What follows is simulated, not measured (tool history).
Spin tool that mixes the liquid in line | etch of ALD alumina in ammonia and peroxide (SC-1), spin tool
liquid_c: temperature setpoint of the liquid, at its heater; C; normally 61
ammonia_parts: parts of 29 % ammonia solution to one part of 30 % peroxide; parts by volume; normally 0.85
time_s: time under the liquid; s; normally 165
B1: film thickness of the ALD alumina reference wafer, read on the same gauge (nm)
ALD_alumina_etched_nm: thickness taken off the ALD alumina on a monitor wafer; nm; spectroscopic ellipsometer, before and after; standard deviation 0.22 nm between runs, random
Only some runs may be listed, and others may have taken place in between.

run 1 day=0 | liquid_c=61 ammonia_parts=0.85 time_s=165 | B1=29.98 | ALD_alumina_etched_nm=23.81
run 2 day=1.858 | liquid_c=61 ammonia_parts=0.85 time_s=165 | B1=29.99 | ALD_alumina_etched_nm=23.67
run 3 day=5.917 | liquid_c=61 ammonia_parts=0.85 time_s=165 | B1=29.98 | ALD_alumina_etched_nm=23.24
run 4 day=9.783 | liquid_c=61 ammonia_parts=1 time_s=165 | B1=30 | ALD_alumina_etched_nm=23.71
run 5 day=13.033 | liquid_c=61 ammonia_parts=0.55 time_s=265 | B1=30 | ALD_alumina_etched_nm=35.88
run 6 day=14.967 | liquid_c=51 ammonia_parts=0.6 time_s=200 | B1=30.04 | ALD_alumina_etched_nm=16.16
run 7 day=18.054 | liquid_c=61 ammonia_parts=0.85 time_s=240 | B1=30 | ALD_alumina_etched_nm=33.6
run 8 day=21.142 | liquid_c=63.5 ammonia_parts=1 time_s=135 | B1=30.01 | ALD_alumina_etched_nm=21.62
run 9 day=23.938 | liquid_c=69.5 ammonia_parts=0.55 time_s=105 | B1=29.98 | ALD_alumina_etched_nm=21.21
-- day=24.871 new drum of ammonia solution connected
run 10 day=25.896 | liquid_c=61 ammonia_parts=0.85 time_s=250 | B1=29.94 | ALD_alumina_etched_nm=34.44
run 11 day=29.825 | liquid_c=61 ammonia_parts=0.85 time_s=165 | B1=30 | ALD_alumina_etched_nm=22.61
run 12 day=32.142 | liquid_c=57 ammonia_parts=1 time_s=220 | B1=30.03 | ALD_alumina_etched_nm=24.9
-- day=32.967 thermometer replaced
run 13 day=34.008 | liquid_c=56.5 ammonia_parts=0.85 time_s=165 | B1=30.03 | ALD_alumina_etched_nm=18.83
run 14 day=37.342 | liquid_c=61 ammonia_parts=0.85 time_s=105 | B1=30.02 | ALD_alumina_etched_nm=15.18
-- day=37.879 ammonia flow meter replaced
run 15 day=39.325 | liquid_c=61 ammonia_parts=0.85 time_s=165 | B1=29.96 | ALD_alumina_etched_nm=24.12
run 16 day=43.092 | liquid_c=56 ammonia_parts=0.85 time_s=110 | B1=29.99 | ALD_alumina_etched_nm=12.12
run 17 day=45.108 | liquid_c=61 ammonia_parts=0.85 time_s=70 | B1=30 | ALD_alumina_etched_nm=10.12
run 18 day=47.867 | liquid_c=55 ammonia_parts=0.65 time_s=130 | B1=29.98 | ALD_alumina_etched_nm=13.3
run 19 day=51.112 | liquid_c=70 ammonia_parts=1.2 time_s=75 | B1=30 | ALD_alumina_etched_nm=17.61
-- day=55.6 new drum of ammonia solution connected
run 20 day=55.621 | liquid_c=61 ammonia_parts=0.85 time_s=165 | B1=30.02 | ALD_alumina_etched_nm=23.66
run 21 day=57.438 | liquid_c=54 ammonia_parts=1.15 time_s=110 | B1=30.02 | ALD_alumina_etched_nm=11.15
run 22 day=60.204 | liquid_c=55.5 ammonia_parts=0.75 time_s=210 | B1=29.97 | ALD_alumina_etched_nm=22.03
run 23 day=62.417 | liquid_c=61 ammonia_parts=0.65 time_s=165 | B1=29.95 | ALD_alumina_etched_nm=22.96
run 24 day=65.3 | liquid_c=53 ammonia_parts=0.85 time_s=165 | B1=29.97 | ALD_alumina_etched_nm=14.91
run 25 day=66.862 | liquid_c=57 ammonia_parts=1 time_s=220 | B1=30.05 | ALD_alumina_etched_nm=25.91

What if the next run were any one of these 4? Each begins from the tool's condition after run 25:
run A day=66.883 | liquid_c=61 ammonia_parts=1.05 time_s=165 | B1=? | ALD_alumina_etched_nm=?
run B day=66.883 | liquid_c=55 ammonia_parts=0.7 time_s=195 | B1=? | ALD_alumina_etched_nm=?
run C day=66.883 | liquid_c=55 ammonia_parts=0.6 time_s=210 | B1=? | ALD_alumina_etched_nm=?
run D day=66.883 | liquid_c=61 ammonia_parts=1.05 time_s=135 | B1=? | ALD_alumina_etched_nm=?

run=A B1=30.02 ALD_alumina_etched_nm=23.99
run=B B1=30.02 ALD_alumina_etched_nm=19.93
run=C B1=30.02 ALD_alumina_etched_nm=21.15
run=D B1=30.02 ALD_alumina_etched_nm=19.63
With no hidden state in the tool, these same runs would have given:
run=A ALD_alumina_etched_nm=25.13
run=B ALD_alumina_etched_nm=20.92
run=C ALD_alumina_etched_nm=22.2
run=D ALD_alumina_etched_nm=20.56
